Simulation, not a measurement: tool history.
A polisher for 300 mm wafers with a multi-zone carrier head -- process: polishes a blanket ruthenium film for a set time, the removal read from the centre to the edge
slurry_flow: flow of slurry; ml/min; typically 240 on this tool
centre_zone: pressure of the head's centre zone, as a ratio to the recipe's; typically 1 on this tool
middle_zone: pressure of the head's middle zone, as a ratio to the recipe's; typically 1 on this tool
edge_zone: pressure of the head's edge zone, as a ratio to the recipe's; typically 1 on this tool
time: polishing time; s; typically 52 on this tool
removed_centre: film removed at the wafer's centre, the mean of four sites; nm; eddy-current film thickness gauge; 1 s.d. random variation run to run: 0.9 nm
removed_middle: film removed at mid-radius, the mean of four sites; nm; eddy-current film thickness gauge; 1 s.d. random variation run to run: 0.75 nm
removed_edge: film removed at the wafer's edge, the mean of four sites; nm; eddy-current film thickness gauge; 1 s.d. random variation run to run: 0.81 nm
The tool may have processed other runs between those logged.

run	hour	slurry_flow	centre_zone	middle_zone	edge_zone	time	wafers since the last listed run	wafers polished on this pad	hours since the slurry nozzle was cleaned	hours since the centre zone pressure was calibrated	hours since the edge zone pressure was calibrated	hours since the carrier head's membrane was replaced	incoming thickness of the incoming film, nm	removed_centre	removed_middle	removed_edge
1	0	240	1	1	1	52	0	1853	431.1	108.3	247	132.8	530.6	71.2	70.2	70.2
2	32.6	240	1	1	1	52	236	2089	463.7	140.9	279.6	165.4	527.9	71	70.8	71.1
# hour 87.8: edge zone pressure recalibrated
3	92.5	240	1	1	1	52	419	2509	523.6	200.8	4.7	225.3	535	69.6	72.7	69.7
# hour 113.1: worn pad replaced by a new one
4	136.1	185	1	1	1.08	52	286	166	567.2	244.4	48.3	268.9	543.3	66.6	68.4	70.5
5	172.4	240	1	1	1	36	263	429	603.5	280.7	84.6	305.2	547.1	49.9	49.4	49.4
6	214.9	195	1	1	1.1	52	307	737	646	323.2	127.1	347.7	546.1	69.2	68.6	73.8
7	265.5	315	1.05	1	1	52	366	1104	696.6	373.8	177.7	398.3	535.1	73	71.8	72.4
# hour 279.4: slurry nozzle cleaned
8	291.6	240	1	1.04	1	52	181	1286	12.2	399.9	203.8	424.4	544	71.3	72.8	70.4
# hour 400: edge zone pressure recalibrated
9	404.4	210	0.93	1.09	1	52	802	2089	125	512.7	4.4	537.2	535.1	64.3	74.2	70.6
# hour 433.3: carrier head's membrane replaced by a new one
10	455.1	160	1	1.04	1	52	331	2420	175.7	563.4	55.1	21.8	542.7	66	70.2	67.4
# hour 466.7: worn pad replaced by a new one
11	526	240	1	1	1	52	484	429	246.6	634.3	126	92.7	536.6	70.7	71.3	71
12	595.5	240	1	0.92	0.92	52	503	933	316.1	703.8	195.5	162.2	534.3	70.5	67.7	68.1
13	662.1	240	0.96	1.11	0.95	35	482	1416	382.7	770.4	262.1	228.8	541.1	46.4	52	45.7
14	691.2	240	1	1	1.07	65	210	1626	411.8	799.5	291.2	257.9	544.3	88.4	89.1	92
15	750.9	240	0.91	1	1	42	432	2059	471.5	859.2	350.9	317.6	544.6	52	58.2	57.3
# hour 786.7: worn pad replaced by a new one
16	798.3	195	0.93	0.93	1	52	314	83	518.9	906.6	398.3	365	540.4	64.4	66	69.2
# hour 805.1: edge zone pressure recalibrated
17	826.9	240	1.1	1	1	52	192	276	547.5	935.2	21.8	393.6	537.5	76	72.8	72.2
# hour 847.5: centre zone pressure recalibrated
18	858.8	190	1	1	0.93	52	216	493	579.4	11.3	53.7	425.5	548.6	67.2	70.4	66.9
19	904.7	240	1	1	1	52	332	825	625.3	57.2	99.6	471.4	542.5	68.6	70.6	70.3
20	945.9	240	1	1	1	52	298	1124	666.5	98.4	140.8	512.6	543.5	69.8	72.1	70.5
# hour 957.7: carrier head's membrane replaced by a new one
21	971	240	1	1	1	52	145	1270	691.6	123.5	165.9	13.3	540.4	70	70.4	71.4

For each run, what was the tool's unlogged condition?
removal rate lost through wear of the pad, %: 0 in every run
slurry flow missing at the pad, %: 0 in every run
deviation of the centre zone's pressure from its setpoint, %: 0 in every run
deviation of the edge zone's pressure from its setpoint, %: 0 in every run
